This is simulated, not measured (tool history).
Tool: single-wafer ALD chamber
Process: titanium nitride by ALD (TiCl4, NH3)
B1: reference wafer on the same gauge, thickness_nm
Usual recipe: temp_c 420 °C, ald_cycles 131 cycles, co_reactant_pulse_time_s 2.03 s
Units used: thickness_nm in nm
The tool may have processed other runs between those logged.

run 1 hour=0.0 | temp_c=420 ald_cycles=131 co_reactant_pulse_time_s=2.21 | B1=3.059 | thickness_nm=2.830
run 2 hour=16.5 | temp_c=420 ald_cycles=123 co_reactant_pulse_time_s=2.03 | B1=3.059 | thickness_nm=2.649
run 3 hour=31.0 | temp_c=420 ald_cycles=123 co_reactant_pulse_time_s=2.03 | B1=3.060 | thickness_nm=2.650
run 4 hour=42.8 | temp_c=420 ald_cycles=131 co_reactant_pulse_time_s=2.03 | B1=3.059 | thickness_nm=2.819
run 5 hour=49.6 | temp_c=420 ald_cycles=131 co_reactant_pulse_time_s=2.03 | B1=3.060 | thickness_nm=2.821
run 6 hour=64.8 | temp_c=420 ald_cycles=131 co_reactant_pulse_time_s=2.03 | B1=3.061 | thickness_nm=2.818
run 7 hour=80.1 | temp_c=420 ald_cycles=131 co_reactant_pulse_time_s=2.03 | B1=3.060 | thickness_nm=2.825
run 8 hour=91.1 | temp_c=420 ald_cycles=131 co_reactant_pulse_time_s=2.03 | B1=3.060 | thickness_nm=2.819
run 9 hour=108.1 | temp_c=420 ald_cycles=131 co_reactant_pulse_time_s=2.03 | B1=3.060 | thickness_nm=2.831
run 10 hour=123.3 | temp_c=420 ald_cycles=131 co_reactant_pulse_time_s=2.03 | B1=3.060 | thickness_nm=2.815
run 11 hour=137.4 | temp_c=420 ald_cycles=131 co_reactant_pulse_time_s=2.03 | B1=3.060 | thickness_nm=2.814
run 12 hour=152.4 | temp_c=420 ald_cycles=131 co_reactant_pulse_time_s=2.03 | B1=3.058 | thickness_nm=2.820
run 13 hour=158.6 | temp_c=420 ald_cycles=151 co_reactant_pulse_time_s=2.03 | B1=3.061 | thickness_nm=3.256
-- hour=170.2 showerhead replaced
run 14 hour=174.1 | temp_c=412 ald_cycles=131 co_reactant_pulse_time_s=2.03 | B1=3.060 | thickness_nm=2.811
run 15 hour=186.7 | temp_c=412 ald_cycles=131 co_reactant_pulse_time_s=2.03 | B1=3.061 | thickness_nm=2.824
run 16 hour=195.1 | temp_c=420 ald_cycles=131 co_reactant_pulse_time_s=2.03 | B1=3.060 | thickness_nm=2.825
run 17 hour=208.2 | temp_c=427 ald_cycles=138 co_reactant_pulse_time_s=2.29 | B1=3.060 | thickness_nm=2.995
run 18 hour=224.7 | temp_c=420 ald_cycles=149 co_reactant_pulse_time_s=2.03 | B1=3.060 | thickness_nm=3.204
-- hour=237.2 thermocouple changed; heater temperature recalibrated
run 19 hour=237.7 | temp_c=420 ald_cycles=145 co_reactant_pulse_time_s=1.52 | B1=3.060 | thickness_nm=3.048
run 20 hour=244.4 | temp_c=420 ald_cycles=131 co_reactant_pulse_time_s=2.03 | B1=3.061 | thickness_nm=2.819
run 21 hour=254.0 | temp_c=420 ald_cycles=156 co_reactant_pulse_time_s=2.39 | B1=3.061 | thickness_nm=3.371
run 22 hour=264.5 | temp_c=434 ald_cycles=155 co_reactant_pulse_time_s=1.78 | B1=3.059 | thickness_nm=3.315
run 23 hour=280.9 | temp_c=428 ald_cycles=139 co_reactant_pulse_time_s=2.03 | B1=3.060 | thickness_nm=3.001
-- hour=288.8 gauge calibrated
run 24 hour=295.9 | temp_c=432 ald_cycles=107 co_reactant_pulse_time_s=2.03 | B1=3.060 | thickness_nm=2.314
run 25 hour=302.0 | temp_c=420 ald_cycles=131 co_reactant_pulse_time_s=2.83 | B1=3.059 | thickness_nm=2.847
run 26 hour=308.1 | temp_c=420 ald_cycles=131 co_reactant_pulse_time_s=2.03 | B1=3.061 | thickness_nm=2.834
run 27 hour=319.1 | temp_c=420 ald_cycles=131 co_reactant_pulse_time_s=2.03 | B1=3.061 | thickness_nm=2.826
run 28 hour=326.8 | temp_c=424 ald_cycles=131 co_reactant_pulse_time_s=2.03 | B1=3.058 | thickness_nm=2.817
run 29 hour=341.4 | temp_c=407 ald_cycles=153 co_reactant_pulse_time_s=1.42 | B1=3.060 | thickness_nm=3.177
run 30 hour=349.2 | temp_c=420 ald_cycles=131 co_reactant_pulse_time_s=2.03 | B1=3.060 | thickness_nm=2.825
run 31 hour=366.8 | temp_c=412 ald_cycles=131 co_reactant_pulse_time_s=2.03 | B1=3.061 | thickness_nm=2.816
run 32 hour=376.1 | temp_c=434 ald_cycles=131 co_reactant_pulse_time_s=2.03 | B1=3.060 | thickness_nm=2.820
run 33 hour=387.1 | temp_c=420 ald_cycles=131 co_reactant_pulse_time_s=2.03 | B1=3.060 | thickness_nm=2.832

Predict each of these 4 candidate next runs independently; none follows another, all start after run 33:
run A hour=387.8 | temp_c=420 ald_cycles=131 co_reactant_pulse_time_s=2.03 | B1=? | thickness_nm=?
run B hour=387.8 | temp_c=407 ald_cycles=124 co_reactant_pulse_time_s=2.78 | B1=? | thickness_nm=?
run C hour=387.8 | temp_c=429 ald_cycles=120 co_reactant_pulse_time_s=2.74 | B1=? | thickness_nm=?
run D hour=387.8 | temp_c=420 ald_cycles=115 co_reactant_pulse_time_s=2.03 | B1=? | thickness_nm=?

run=A B1=3.061 thickness_nm=2.821
run=B B1=3.061 thickness_nm=2.699
run=C B1=3.061 thickness_nm=2.615
run=D B1=3.061 thickness_nm=2.477
Stripped of hidden state, with their random variation kept, the same runs would have yielded:
run=A thickness_nm=2.821
run=B thickness_nm=2.699
run=C thickness_nm=2.615
run=D thickness_nm=2.477
